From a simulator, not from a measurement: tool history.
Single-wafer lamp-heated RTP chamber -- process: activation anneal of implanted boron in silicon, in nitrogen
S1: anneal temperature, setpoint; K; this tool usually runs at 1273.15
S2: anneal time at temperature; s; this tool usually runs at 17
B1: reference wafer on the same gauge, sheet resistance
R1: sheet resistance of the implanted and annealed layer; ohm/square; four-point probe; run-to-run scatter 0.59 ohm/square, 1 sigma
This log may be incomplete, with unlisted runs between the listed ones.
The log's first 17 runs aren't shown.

run,day,S1,S2,B1,R1
18,41.704,1273.15,9,91.04,107.64
# day 43.025: gauge calibrated
19,43.379,1273.15,17,91.04,104.87
# day 44.742: pyrometer window cleaned and pyrometer calibrated
20,44.762,1273.15,20,91.07,102.65
21,46.458,1299.15,17,90.97,92.29
22,48.5,1293.15,17,90.97,94.48
23,51.171,1273.15,22,90.83,100.64
24,52.738,1273.15,17,90.83,103.47
25,55.262,1263.15,13,91.05,110.5
26,57.508,1255.15,17,90.8,113.25
# day 59.454: pyrometer window cleaned and pyrometer calibrated
# day 59.65: reflector plate cleaned
27,59.671,1251.15,21,90.99,115.83
28,61.608,1261.15,23,91,108.7
29,62.742,1295.15,17,90.97,93.69
30,64.325,1273.15,25,91.02,101.47
31,66.654,1264.15,11,91.08,112.08
32,68.392,1273.15,20,91.07,102.87
33,71.062,1257.15,24,91.08,110.56
34,73.479,1292.15,10,90.85,98.77
# day 74.854: pyrometer window cleaned and pyrometer calibrated
35,74.875,1273.15,17,90.95,103.55
36,75.7,1273.15,17,90.85,103.8
37,78.208,1273.15,26,91.04,100.02

Forecast each of these 3 alternatives for the next run:
A,78.225,1273.15,17,?,?
B,78.225,1283.15,20,?,?
C,78.225,1263.15,12,?,?

run,B1,R1
A,91.11,103.7
B,91.11,97.99
C,91.11,111.68
What these runs would have given with no unlogged condition in the tool:
run,R1
A,103.7
B,97.99
C,111.68
